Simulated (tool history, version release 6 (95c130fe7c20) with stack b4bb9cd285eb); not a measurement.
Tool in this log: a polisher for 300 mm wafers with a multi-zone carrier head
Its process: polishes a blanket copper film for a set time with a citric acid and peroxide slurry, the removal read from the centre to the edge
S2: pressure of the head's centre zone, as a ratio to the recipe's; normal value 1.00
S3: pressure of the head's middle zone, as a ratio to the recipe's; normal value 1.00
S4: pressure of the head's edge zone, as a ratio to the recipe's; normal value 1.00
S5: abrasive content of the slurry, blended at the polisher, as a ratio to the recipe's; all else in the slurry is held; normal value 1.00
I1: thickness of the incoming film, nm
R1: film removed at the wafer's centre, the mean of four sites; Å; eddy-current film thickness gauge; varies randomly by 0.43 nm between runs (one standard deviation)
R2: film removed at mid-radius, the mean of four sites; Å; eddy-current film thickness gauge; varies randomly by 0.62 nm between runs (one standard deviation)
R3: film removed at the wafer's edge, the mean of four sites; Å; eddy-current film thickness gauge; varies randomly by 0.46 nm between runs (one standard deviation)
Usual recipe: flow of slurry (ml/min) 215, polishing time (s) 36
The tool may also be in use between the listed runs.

run 1 hour=0.0 | flow_of_slurry_(ml/min)=215 S2=1.00 S3=1.00 S4=1.00 S5=1.00 polishing_time_(s)=36 | I1=840.4 | R1=483 R2=446 R3=451
run 2 hour=52.0 | flow_of_slurry_(ml/min)=215 S2=1.00 S3=1.08 S4=1.00 S5=1.00 polishing_time_(s)=36 | I1=858.1 | R1=479 R2=473 R3=438
run 3 hour=121.4 | flow_of_slurry_(ml/min)=280 S2=1.00 S3=0.89 S4=1.00 S5=0.75 polishing_time_(s)=45 | I1=844.0 | R1=573 R2=485 R3=527
run 4 hour=173.1 | flow_of_slurry_(ml/min)=215 S2=1.00 S3=1.00 S4=1.00 S5=0.90 polishing_time_(s)=31 | I1=844.6 | R1=400 R2=375 R3=373
-- hour=183.5 slurry nozzle cleaned
-- hour=203.5 worn pad replaced by a new one
run 5 hour=212.0 | flow_of_slurry_(ml/min)=215 S2=1.00 S3=0.97 S4=1.00 S5=1.00 polishing_time_(s)=31 | I1=848.4 | R1=409 R2=373 R3=387
-- hour=247.7 centre zone pressure recalibrated
run 6 hour=248.2 | flow_of_slurry_(ml/min)=215 S2=1.00 S3=1.07 S4=1.00 S5=0.90 polishing_time_(s)=36 | I1=856.2 | R1=447 R2=468 R3=430
run 7 hour=293.1 | flow_of_slurry_(ml/min)=215 S2=1.00 S3=1.00 S4=1.00 S5=1.00 polishing_time_(s)=36 | I1=846.7 | R1=454 R2=442 R3=441
run 8 hour=504.1 | flow_of_slurry_(ml/min)=215 S2=1.00 S3=1.00 S4=1.00 S5=1.00 polishing_time_(s)=46 | I1=863.5 | R1=587 R2=565 R3=561
run 9 hour=542.9 | flow_of_slurry_(ml/min)=215 S2=1.00 S3=1.12 S4=1.08 S5=0.70 polishing_time_(s)=32 | I1=853.7 | R1=378 R2=407 R3=379
-- hour=577.4 edge zone pressure recalibrated
-- hour=602.8 carrier head's membrane replaced by a new one
run 10 hour=603.2 | flow_of_slurry_(ml/min)=155 S2=1.00 S3=1.00 S4=1.04 S5=1.00 polishing_time_(s)=36 | I1=861.8 | R1=450 R2=423 R3=435
run 11 hour=630.7 | flow_of_slurry_(ml/min)=215 S2=1.00 S3=1.00 S4=1.00 S5=1.00 polishing_time_(s)=36 | I1=837.3 | R1=461 R2=440 R3=445
-- hour=648.8 slurry nozzle cleaned
run 12 hour=689.6 | flow_of_slurry_(ml/min)=260 S2=1.00 S3=1.00 S4=1.00 S5=1.00 polishing_time_(s)=36 | I1=848.1 | R1=484 R2=469 R3=448
-- hour=711.6 worn pad replaced by a new one
run 13 hour=761.0 | flow_of_slurry_(ml/min)=215 S2=1.00 S3=1.00 S4=0.93 S5=1.00 polishing_time_(s)=30 | I1=857.5 | R1=394 R2=370 R3=359
run 14 hour=821.2 | flow_of_slurry_(ml/min)=215 S2=0.95 S3=1.00 S4=0.95 S5=1.00 polishing_time_(s)=24 | I1=849.6 | R1=291 R2=292 R3=296
run 15 hour=878.7 | flow_of_slurry_(ml/min)=215 S2=1.00 S3=1.00 S4=1.09 S5=0.75 polishing_time_(s)=36 | I1=859.9 | R1=441 R2=414 R3=427
run 16 hour=920.8 | flow_of_slurry_(ml/min)=215 S2=1.06 S3=0.94 S4=0.89 S5=1.00 polishing_time_(s)=48 | I1=851.7 | R1=667 R2=562 R3=555
run 17 hour=948.4 | flow_of_slurry_(ml/min)=260 S2=1.00 S3=1.00 S4=1.00 S5=0.80 polishing_time_(s)=36 | I1=847.7 | R1=458 R2=439 R3=425
run 18 hour=977.7 | flow_of_slurry_(ml/min)=215 S2=1.00 S3=1.00 S4=1.00 S5=1.00 polishing_time_(s)=36 | I1=852.3 | R1=470 R2=436 R3=450
run 19 hour=1023.5 | flow_of_slurry_(ml/min)=215 S2=1.07 S3=1.00 S4=1.00 S5=1.00 polishing_time_(s)=36 | I1=835.6 | R1=506 R2=443 R3=449
-- hour=1038.6 slurry nozzle cleaned
run 20 hour=1064.9 | flow_of_slurry_(ml/min)=215 S2=1.00 S3=0.94 S4=1.00 S5=1.00 polishing_time_(s)=42 | I1=852.0 | R1=552 R2=502 R3=521

Give the tool's hidden conditions for every run:
removal rate lost through wear of the pad, %: 0 in every run
slurry flow missing at the pad, %: 0 in every run
deviation of the edge zone's pressure from its setpoint, %: 0 in every run
H1: deviation of the centre zone's pressure from its setpoint, %
run=1 H1=4.97
run=2 H1=5.25
run=3 H1=5.63
run=4 H1=5.92
run=5 H1=6.13
run=6 H1=0.756
run=7 H1=1
run=8 H1=2.16
run=9 H1=2.37
run=10 H1=2.7
run=11 H1=2.85
run=12 H1=3.17
run=13 H1=3.56
run=14 H1=3.89
run=15 H1=4.21
run=16 H1=4.44
run=17 H1=4.59
run=18 H1=4.75
run=19 H1=5
run=20 H1=5.23
